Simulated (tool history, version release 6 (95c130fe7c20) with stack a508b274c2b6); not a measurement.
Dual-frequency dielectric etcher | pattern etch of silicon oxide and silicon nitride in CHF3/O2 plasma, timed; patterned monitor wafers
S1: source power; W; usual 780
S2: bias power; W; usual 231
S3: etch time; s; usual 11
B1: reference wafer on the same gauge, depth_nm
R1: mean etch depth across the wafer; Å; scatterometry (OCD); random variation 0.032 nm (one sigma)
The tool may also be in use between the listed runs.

{"run": 1, "hour": 0.0, "S1": 780, "S2": 231, "S3": 11, "B1": 21.59, "R1": 207.3}
{"run": 2, "hour": 16.8, "S1": 780, "S2": 231, "S3": 11, "B1": 21.59, "R1": 207.6}
{"run": 3, "hour": 32.4, "S1": 780, "S2": 231, "S3": 11, "B1": 21.6, "R1": 207.6}
{"run": 4, "hour": 41.2, "S1": 850, "S2": 231, "S3": 11, "B1": 21.59, "R1": 217.1}
{"run": 5, "hour": 56.3, "S1": 850, "S2": 231, "S3": 11, "B1": 21.6, "R1": 217.1}
{"run": 6, "hour": 68.3, "S1": 780, "S2": 267, "S3": 11, "B1": 21.59, "R1": 221.9}
{"run": 7, "hour": 83.0, "S1": 780, "S2": 267, "S3": 11, "B1": 21.59, "R1": 221.4}
{"run": 8, "hour": 92.3, "S1": 780, "S2": 267, "S3": 11, "B1": 21.6, "R1": 221.4}
{"run": 9, "hour": 115.4, "S1": 780, "S2": 231, "S3": 11, "B1": 21.61, "R1": 208.2}
{"run": 10, "hour": 131.7, "S1": 780, "S2": 231, "S3": 11, "B1": 21.6, "R1": 207.9}
{"run": 11, "hour": 141.3, "S1": 780, "S2": 231, "S3": 11, "B1": 21.6, "R1": 208.2}
{"run": 12, "hour": 148.6, "S1": 780, "S2": 231, "S3": 11, "B1": 21.59, "R1": 207.8}
{"run": 13, "hour": 165.8, "S1": 780, "S2": 231, "S3": 11, "B1": 21.59, "R1": 208.3}
{"run": 14, "hour": 180.3, "S1": 780, "S2": 231, "S3": 11, "B1": 21.6, "R1": 208.6}
{"hour": 190.5, "done": "gauge calibrated"}
{"hour": 206.1, "done": "wet clean of the chamber"}
{"run": 15, "hour": 206.6, "S1": 780, "S2": 231, "S3": 11, "B1": 21.6, "R1": 205.8}
{"run": 16, "hour": 207.0, "S1": 780, "S2": 215, "S3": 12, "B1": 21.61, "R1": 217.4}
{"hour": 254.7, "done": "source power generator calibrated"}
{"run": 17, "hour": 255.2, "S1": 680, "S2": 286, "S3": 12, "B1": 21.6, "R1": 234.4}
{"run": 18, "hour": 261.9, "S1": 610, "S2": 231, "S3": 8.5, "B1": 21.59, "R1": 142.4}
{"run": 19, "hour": 269.3, "S1": 780, "S2": 231, "S3": 11, "B1": 21.6, "R1": 210.4}
{"hour": 278.1, "done": "bias power generator calibrated"}
{"run": 20, "hour": 278.9, "S1": 780, "S2": 231, "S3": 7.5, "B1": 21.6, "R1": 143.5}
{"run": 21, "hour": 287.1, "S1": 780, "S2": 231, "S3": 11, "B1": 21.61, "R1": 210.6}
{"hour": 316.0, "done": "upper electrode replaced"}
{"run": 22, "hour": 316.5, "S1": 900, "S2": 231, "S3": 11, "B1": 21.6, "R1": 225.8}
{"run": 23, "hour": 316.8, "S1": 870, "S2": 271, "S3": 9, "B1": 21.61, "R1": 194.2}
{"run": 24, "hour": 357.4, "S1": 850, "S2": 210, "S3": 12, "B1": 21.61, "R1": 229.6}
{"run": 25, "hour": 365.7, "S1": 650, "S2": 259, "S3": 12, "B1": 21.6, "R1": 218.4}
{"run": 26, "hour": 378.9, "S1": 780, "S2": 231, "S3": 11, "B1": 21.59, "R1": 210.3}
{"run": 27, "hour": 387.7, "S1": 780, "S2": 231, "S3": 11, "B1": 21.61, "R1": 210.1}
{"run": 28, "hour": 401.7, "S1": 650, "S2": 187, "S3": 14, "B1": 21.59, "R1": 221.6}
{"run": 29, "hour": 411.5, "S1": 780, "S2": 249, "S3": 11, "B1": 21.59, "R1": 216.9}

4 ways to go on from here, each from the tool as it stands after run 29. What would each give?
{"run": "A", "hour": 411.9, "S1": 780, "S2": 231, "S3": 11, "B1": "?", "R1": "?"}
{"run": "B", "hour": 411.9, "S1": 780, "S2": 208, "S3": 13.5, "B1": "?", "R1": "?"}
{"run": "C", "hour": 411.9, "S1": 880, "S2": 175, "S3": 8.5, "B1": "?", "R1": "?"}
{"run": "D", "hour": 411.9, "S1": 690, "S2": 262, "S3": 14, "B1": "?", "R1": "?"}

run=A B1=21.59 R1=210.6
run=B B1=21.59 R1=247.2
run=C B1=21.59 R1=153.9
run=D B1=21.59 R1=265.4
Without the tool's hidden state the same runs would have given:
run=A R1=211.1
run=B R1=247.8
run=C R1=154.3
run=D R1=265.9

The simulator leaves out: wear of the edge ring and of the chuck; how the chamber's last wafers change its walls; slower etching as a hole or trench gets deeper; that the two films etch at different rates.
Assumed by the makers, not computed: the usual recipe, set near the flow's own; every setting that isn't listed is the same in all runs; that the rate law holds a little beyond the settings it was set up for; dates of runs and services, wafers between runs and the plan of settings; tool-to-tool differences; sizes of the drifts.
